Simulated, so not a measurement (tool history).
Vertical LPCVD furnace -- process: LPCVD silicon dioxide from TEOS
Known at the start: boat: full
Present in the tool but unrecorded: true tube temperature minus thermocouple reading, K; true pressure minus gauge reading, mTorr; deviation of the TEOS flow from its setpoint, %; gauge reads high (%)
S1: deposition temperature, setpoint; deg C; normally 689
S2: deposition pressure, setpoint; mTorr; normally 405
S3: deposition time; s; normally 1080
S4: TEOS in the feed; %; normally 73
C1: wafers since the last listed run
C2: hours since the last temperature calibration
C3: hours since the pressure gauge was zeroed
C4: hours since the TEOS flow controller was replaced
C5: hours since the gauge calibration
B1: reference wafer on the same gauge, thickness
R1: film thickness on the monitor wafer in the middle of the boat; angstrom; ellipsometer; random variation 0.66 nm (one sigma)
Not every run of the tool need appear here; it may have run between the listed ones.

run    hour   S1   S2    S3  S4    C1      C2      C3      C4      C5      B1      R1
  1       0  689  405  1200  73     0  3596.5  3771.2  1023.1    73.5  100.09  1386.6
  2    81.6  689  405  1200  73  1184  3678.1  3852.8  1104.7   155.1  100.08    1389
  3   135.8  689  405  1080  73   786  3732.3    3907  1158.9   209.3  100.05  1251.9
  4     212  689  405  1080  73  1106  3808.5  3983.2  1235.1   285.5    99.9  1258.1
  5   255.6  689  405  1080  73   633  3852.1  4026.8  1278.7   329.1  100.17  1261.2
  6   318.1  689  405  1080  73   907  3914.6  4089.3  1341.2   391.6   99.96  1266.2
  7   415.7  689  405  1080  73  1417  4012.2  4186.9  1438.8   489.2   99.81  1250.5
      524.6  -- thermocouples replaced and temperature profile calibrated
  8   542.8  689  405  1080  76  1496    18.2    4314  1565.9   616.3  100.21  1226.6
  9     619  689  345  1080  73  1106    94.4  4390.2  1642.1   692.5   99.99  1133.1
      650.9  -- pressure gauge zeroed
 10   678.9  681  430  1080  59   521   154.3      28    1702   752.4    99.9   937.7
      706.9  -- TEOS flow controller replaced
 11   784.6  689  460  1080  68  1186     260   133.7    77.7   858.1   99.97  1261.5
 12   886.8  689  405  1080  81  1483   362.2   235.9   179.9   960.3   99.87    1289
 13     929  701  405  1440  85   612   404.4   278.1   222.1  1002.5  100.12  2320.6
 14     989  689  405  1080  73   871   464.4   338.1   282.1  1062.5  100.08  1222.1
 15  1077.8  689  380  1080  82  1289   553.2   426.9   370.9  1151.3   100.3  1268.7
 16  1143.5  696  345  1470  87   953   618.9   492.6   436.6    1217   99.94  1986.9
 17  1213.8  696  500  1290  81  1020   689.2   562.9   506.9  1287.3  100.03  2002.6
 18  1282.9  689  405  1080  73  1003   758.3     632     576  1356.4  100.25  1221.3
 19    1359  689  325  1080  69  1104   834.4   708.1   652.1  1432.5     100  1059.6
 20  1429.8  689  405  1080  73  1027   905.2   778.9   722.9  1503.3   99.89    1222
 21  1476.8  689  405  1080  73   682   952.2   825.9   769.9  1550.3   99.97  1232.8
 22  1762.9  679  475   780  60  4153  1238.3    1112    1056  1836.4  100.06   691.1
 23  1804.5  689  405  1080  73   603  1279.9  1153.6  1097.6    1878   99.94  1244.8
 24  1890.2  689  345  1080  67  1244  1365.6  1239.3  1183.3  1963.7   99.89  1103.7
 25  1997.8  678  330  1080  84  1562  1473.2  1346.9  1290.9  2071.3   99.91   920.4
     2018.2  -- gauge calibrated
 26  2070.5  689  325  1080  69  1055  1545.9  1419.6  1363.6    52.3  100.05  1078.4
 27  2155.3  682  405  1080  73  1231  1630.7  1504.4  1448.4   137.1   99.98  1055.3
 28  2192.7  689  405   810  86   543  1668.1  1541.8  1485.8   174.5  100.28  1011.5
 29  2274.3  689  405  1410  69  1184  1749.7  1623.4  1567.4   256.1  100.05  1584.3
 30  2369.9  695  445   870  63  1388  1845.3    1719    1663   351.7  100.06    1126
 31    2434  689  405  1500  79   930  1909.4  1783.1  1727.1   415.8  100.18  1799.6
     2458.2  -- TEOS flow controller replaced
 32  2509.7  699  335  1080  73   750  1985.1  1858.8    51.5   491.5  100.02  1424.5

What the log doesn't show, run by run:
true pressure minus gauge reading, mTorr: 0, the same for each run
deviation of the TEOS flow from its setpoint, %: 0, the same for each run
gauge reads high (%): 0, the same for each run
H1: true tube temperature minus thermocouple reading, K
run     H1
  1   1.37
  2   1.37
  3   1.38
  4   1.38
  5   1.39
  6   1.39
  7    1.4
  8  0.154
  9  0.225
 10  0.278
 11  0.367
 12  0.447
 13  0.478
 14  0.521
 15  0.582
 16  0.624
 17  0.668
 18  0.708
 19  0.751
 20  0.789
 21  0.813
 22  0.944
 23  0.961
 24  0.994
 25   1.03
 26   1.06
 27   1.09
 28    1.1
 29   1.12
 30   1.15
 31   1.17
 32   1.19
